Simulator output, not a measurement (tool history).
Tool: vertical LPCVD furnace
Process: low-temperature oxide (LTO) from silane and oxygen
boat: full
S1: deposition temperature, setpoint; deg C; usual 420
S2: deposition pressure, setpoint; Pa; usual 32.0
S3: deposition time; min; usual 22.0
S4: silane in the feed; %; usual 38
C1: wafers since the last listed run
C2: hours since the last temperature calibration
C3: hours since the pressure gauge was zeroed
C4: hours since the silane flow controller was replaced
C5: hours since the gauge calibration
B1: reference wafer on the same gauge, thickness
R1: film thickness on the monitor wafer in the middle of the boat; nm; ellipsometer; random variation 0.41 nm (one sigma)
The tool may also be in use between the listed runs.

| run | hour | S1 | S2 | S3 | S4 | C1 | C2 | C3 | C4 | C5 | B1 | R1 |
|---|---|---|---|---|---|---|---|---|---|---|---|---|
| 1 | 0.0 | 420 | 32.0 | 24.5 | 38 | 0 | 4420.2 | 3295.0 | 3883.9 | 99.7 | 223.54 | 308.65 |
| 2 | 20.2 | 420 | 32.0 | 24.5 | 38 | 292 | 4440.4 | 3315.2 | 3904.1 | 119.9 | 223.73 | 308.86 |
| 3 | 36.4 | 420 | 32.0 | 26.5 | 38 | 234 | 4456.6 | 3331.4 | 3920.3 | 136.1 | 223.86 | 334.78 |
| 4 | 56.1 | 420 | 32.0 | 22.0 | 38 | 284 | 4476.3 | 3351.1 | 3940.0 | 155.8 | 223.84 | 278.18 |
| 5 | 71.4 | 420 | 32.0 | 22.0 | 38 | 221 | 4491.6 | 3366.4 | 3955.3 | 171.1 | 224.02 | 277.57 |
| 6 | 92.0 | 418 | 32.0 | 22.0 | 38 | 297 | 4512.2 | 3387.0 | 3975.9 | 191.7 | 224.08 | 272.04 |
| 7 | 100.0 | 420 | 32.0 | 22.0 | 38 | 115 | 4520.2 | 3395.0 | 3983.9 | 199.7 | 224.11 | 277.65 |
| 8 | 111.5 | 420 | 32.0 | 22.0 | 38 | 166 | 4531.7 | 3406.5 | 3995.4 | 211.2 | 224.15 | 278.43 |
| 9 | 124.8 | 420 | 32.0 | 22.0 | 38 | 192 | 4545.0 | 3419.8 | 4008.7 | 224.5 | 224.09 | 278.02 |
|  | 158.5 | thermocouples replaced and temperature profile calibrated |
|  | 158.9 | silane flow controller replaced |
| 10 | 159.4 | 418 | 32.0 | 22.0 | 38 | 147 | 0.9 | 3454.4 | 0.5 | 259.1 | 224.15 | 272.64 |
| 11 | 164.4 | 427 | 34.0 | 13.5 | 34 | 72 | 5.9 | 3459.4 | 5.5 | 264.1 | 224.26 | 169.85 |
| 12 | 172.5 | 428 | 39.3 | 28.0 | 43 | 117 | 14.0 | 3467.5 | 13.6 | 272.2 | 224.35 | 540.68 |
|  | 200.5 | pressure gauge zeroed |
| 13 | 201.0 | 423 | 36.7 | 22.0 | 41 | 65 | 42.5 | 0.5 | 42.1 | 300.7 | 224.31 | 357.75 |
|  | 202.3 | gauge calibrated |
| 14 | 206.0 | 420 | 32.0 | 22.0 | 38 | 72 | 47.5 | 5.5 | 47.1 | 3.7 | 222.14 | 275.15 |
| 15 | 217.8 | 420 | 32.0 | 16.5 | 38 | 170 | 59.3 | 17.3 | 58.9 | 15.5 | 222.49 | 206.94 |
| 16 | 231.1 | 429 | 30.0 | 22.0 | 38 | 192 | 72.6 | 30.6 | 72.2 | 28.8 | 222.75 | 283.41 |
| 17 | 240.7 | 420 | 32.0 | 22.0 | 40 | 138 | 82.2 | 40.2 | 81.8 | 38.4 | 223.05 | 293.90 |
| 18 | 261.0 | 420 | 28.0 | 17.0 | 38 | 293 | 102.5 | 60.5 | 102.1 | 58.7 | 223.33 | 186.90 |
| 19 | 277.3 | 428 | 39.3 | 28.0 | 43 | 235 | 118.8 | 76.8 | 118.4 | 75.0 | 223.44 | 539.19 |

Forecast each of these 3 alternatives for the next run:
| A | 282.4 | 420 | 32.0 | 22.0 | 38 | 73 | 123.9 | 81.9 | 123.5 | 80.1 | ? | ? |
| B | 282.4 | 423 | 28.7 | 22.0 | 44 | 73 | 123.9 | 81.9 | 123.5 | 80.1 | ? | ? |
| C | 282.4 | 420 | 36.7 | 22.0 | 43 | 73 | 123.9 | 81.9 | 123.5 | 80.1 | ? | ? |

| run | B1 | R1 |
|---|---|---|
| A | 223.49 | 277.27 |
| B | 223.49 | 300.21 |
| C | 223.49 | 364.33 |
Without the tool's hidden state the same runs would have given:
| run | R1 |
|---|---|
| A | 275.33 |
| B | 298.11 |
| C | 361.79 |
